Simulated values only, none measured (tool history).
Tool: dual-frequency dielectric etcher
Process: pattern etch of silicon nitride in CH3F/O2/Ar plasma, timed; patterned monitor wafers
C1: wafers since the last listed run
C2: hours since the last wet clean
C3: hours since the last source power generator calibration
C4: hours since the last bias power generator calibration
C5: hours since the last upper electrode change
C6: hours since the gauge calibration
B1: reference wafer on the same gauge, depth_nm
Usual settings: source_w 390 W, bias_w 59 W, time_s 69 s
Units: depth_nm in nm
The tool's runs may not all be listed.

Run 1, hour 0: usual settings; C1 0; C2 295; C3 2862.9; C4 1920.8; C5 3312.3; C6 135.1; B1 42.98. Result: depth_nm 47.27 nm.
Run 2, hour 14.4: usual settings; C1 134; C2 309.4; C3 2877.3; C4 1935.2; C5 3326.7; C6 149.5; B1 43.02. Result: depth_nm 47.1 nm.
Run 3, hour 29.8: usual settings but time_s 55.5 s; C1 143; C2 324.8; C3 2892.7; C4 1950.6; C5 3342.1; C6 164.9; B1 43. Result: depth_nm 37.74 nm.
Run 4, hour 40.6: usual settings; C1 100; C2 335.6; C3 2903.5; C4 1961.4; C5 3352.9; C6 175.7; B1 43. Result: depth_nm 47.22 nm.
Run 5, hour 49.2: usual settings but bias_w 68 W; C1 80; C2 344.2; C3 2912.1; C4 1970; C5 3361.5; C6 184.3; B1 43. Result: depth_nm 49.44 nm.
Run 6, hour 63.4: usual settings but bias_w 68 W; C1 132; C2 358.4; C3 2926.3; C4 1984.2; C5 3375.7; C6 198.5; B1 43.02. Result: depth_nm 49.53 nm.
Run 7, hour 75.6: usual settings; C1 113; C2 370.6; C3 2938.5; C4 1996.4; C5 3387.9; C6 210.7; B1 43. Result: depth_nm 47.02 nm.
At hour 104.8: upper electrode replaced.
Run 8, hour 105.3: usual settings; C1 53; C2 400.3; C3 2968.2; C4 2026.1; C5 0.5; C6 240.4; B1 43. Result: depth_nm 47.02 nm.
Run 9, hour 105.6: usual settings; C1 2; C2 400.6; C3 2968.5; C4 2026.4; C5 0.8; C6 240.7; B1 42.99. Result: depth_nm 47.08 nm.
Run 10, hour 112.4: usual settings; C1 63; C2 407.4; C3 2975.3; C4 2033.2; C5 7.6; C6 247.5; B1 43.02. Result: depth_nm 46.95 nm.
Run 11, hour 127.9: usual settings but time_s 61 s; C1 144; C2 422.9; C3 2990.8; C4 2048.7; C5 23.1; C6 263; B1 42.99. Result: depth_nm 41.53 nm.
Run 12, hour 137.6: usual settings but time_s 61 s; C1 90; C2 432.6; C3 3000.5; C4 2058.4; C5 32.8; C6 272.7; B1 42.99. Result: depth_nm 41.48 nm.
Run 13, hour 154.4: usual settings; C1 156; C2 449.4; C3 3017.3; C4 2075.2; C5 49.6; C6 289.5; B1 42.99. Result: depth_nm 46.79 nm.
At hour 158.5: gauge calibrated.
At hour 164.9: bias power generator calibrated.
At hour 195.1: wet clean of the chamber.
At hour 198.5: source power generator calibrated.
Run 14, hour 199: usual settings but source_w 450 W, bias_w 52 W, time_s 76.5 s; C1 123; C2 3.9; C3 0.5; C4 34.1; C5 94.2; C6 40.5; B1 42.99. Result: depth_nm 53.1 nm.
Run 15, hour 199.4: usual settings; C1 3; C2 4.3; C3 0.9; C4 34.5; C5 94.6; C6 40.9; B1 43. Result: depth_nm 47.49 nm.
Run 16, hour 199.7: usual settings but bias_w 47 W; C1 2; C2 4.6; C3 1.2; C4 34.8; C5 94.9; C6 41.2; B1 43. Result: depth_nm 43.98 nm.
Run 17, hour 203.7: usual settings but source_w 330 W, bias_w 68 W, time_s 52 s; C1 37; C2 8.6; C3 5.2; C4 38.8; C5 98.9; C6 45.2; B1 43. Result: depth_nm 35.66 nm.

The next listed run, before its measurement:
Run 18, hour 212.7: usual settings but source_w 360 W, bias_w 51 W, time_s 60 s; C1 84; C2 17.6; C3 14.2; C4 47.8; C5 107.9; C6 54.2; B1 ?. Result: depth_nm ?.

Run 18 gave B1 42.99, depth_nm 38.28 nm.
Without the tool's hidden state the same run would have given depth_nm 38.27 nm.
